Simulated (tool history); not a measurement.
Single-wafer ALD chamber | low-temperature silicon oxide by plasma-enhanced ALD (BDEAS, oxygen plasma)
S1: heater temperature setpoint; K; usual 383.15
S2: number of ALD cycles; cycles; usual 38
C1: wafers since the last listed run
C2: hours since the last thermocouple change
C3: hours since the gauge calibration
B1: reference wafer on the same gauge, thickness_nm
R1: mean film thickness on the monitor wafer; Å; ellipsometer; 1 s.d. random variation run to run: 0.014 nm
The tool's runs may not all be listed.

Run 1, hour 0: usual settings; C1 0; C2 1205.9; C3 79.1; B1 4.961. Result: R1 54.58 Å.
Run 2, hour 60.9: usual settings but S2 35 cycles; C1 412; C2 1266.8; C3 140; B1 4.957. Result: R1 50.18 Å.
Run 3, hour 132.4: usual settings but S2 35 cycles; C1 483; C2 1338.3; C3 211.5; B1 4.956. Result: R1 50.01 Å.
Run 4, hour 182.5: usual settings but S2 35 cycles; C1 339; C2 1388.4; C3 261.6; B1 4.958. Result: R1 50.23 Å.
Run 5, hour 222.4: usual settings but S1 394.15 K, S2 35 cycles; C1 270; C2 1428.3; C3 301.5; B1 4.962. Result: R1 48.91 Å.
Run 6, hour 247.5: usual settings but S1 394.15 K, S2 35 cycles; C1 169; C2 1453.4; C3 326.6; B1 4.956. Result: R1 48.94 Å.
Run 7, hour 308.4: usual settings but S1 394.15 K, S2 35 cycles; C1 412; C2 1514.3; C3 387.5; B1 4.964. Result: R1 49.04 Å.
Run 8, hour 349.7: usual settings; C1 279; C2 1555.6; C3 428.8; B1 4.957. Result: R1 54.37 Å.
Run 9, hour 405.6: usual settings but S1 376.15 K; C1 378; C2 1611.5; C3 484.7; B1 4.956. Result: R1 55.21 Å.
Run 10, hour 460.2: usual settings but S1 376.15 K; C1 369; C2 1666.1; C3 539.3; B1 4.96. Result: R1 55.15 Å.
Run 11, hour 511.4: usual settings but S1 376.15 K; C1 346; C2 1717.3; C3 590.5; B1 4.959. Result: R1 55.14 Å.
Run 12, hour 578.1: usual settings but S1 388.15 K; C1 451; C2 1784; C3 657.2; B1 4.961. Result: R1 54.14 Å.
Run 13, hour 621: usual settings but S1 391.15 K, S2 42 cycles; C1 290; C2 1826.9; C3 700.1; B1 4.956. Result: R1 59.06 Å.
Run 14, hour 664.5: usual settings but S1 371.15 K, S2 35 cycles; C1 294; C2 1870.4; C3 743.6; B1 4.963. Result: R1 51.71 Å.
At hour 688.1: gauge calibrated.
Run 15, hour 700.9: usual settings but S1 374.15 K, S2 41 cycles; C1 246; C2 1906.8; C3 12.8; B1 4.959. Result: R1 59.77 Å.
Run 16, hour 730.5: usual settings; C1 200; C2 1936.4; C3 42.4; B1 4.962. Result: R1 54.2 Å.
Run 17, hour 758.3: usual settings but S1 393.15 K; C1 188; C2 1964.2; C3 70.2; B1 4.96. Result: R1 53.15 Å.
Run 18, hour 818.8: usual settings but S1 394.15 K, S2 32 cycles; C1 409; C2 2024.7; C3 130.7; B1 4.958. Result: R1 44.92 Å.
Run 19, hour 876.9: usual settings but S1 374.15 K; C1 393; C2 2082.8; C3 188.8; B1 4.96. Result: R1 55.49 Å.
At hour 929.8: thermocouple changed; heater temperature recalibrated.
Run 20, hour 948.3: usual settings; C1 429; C2 18.5; C3 260.2; B1 4.962. Result: R1 54.4 Å.

The next listed run, before its measurement:
Run 21, hour 984.1: usual settings but S1 390.15 K; C1 242; C2 54.3; C3 296; B1 ?. Result: R1 ?.

Run 21 gave B1 4.96, R1 53.51 Å.
With the hidden condition absent and the run-to-run variation left alone, this run would have shown R1 53.51 Å.
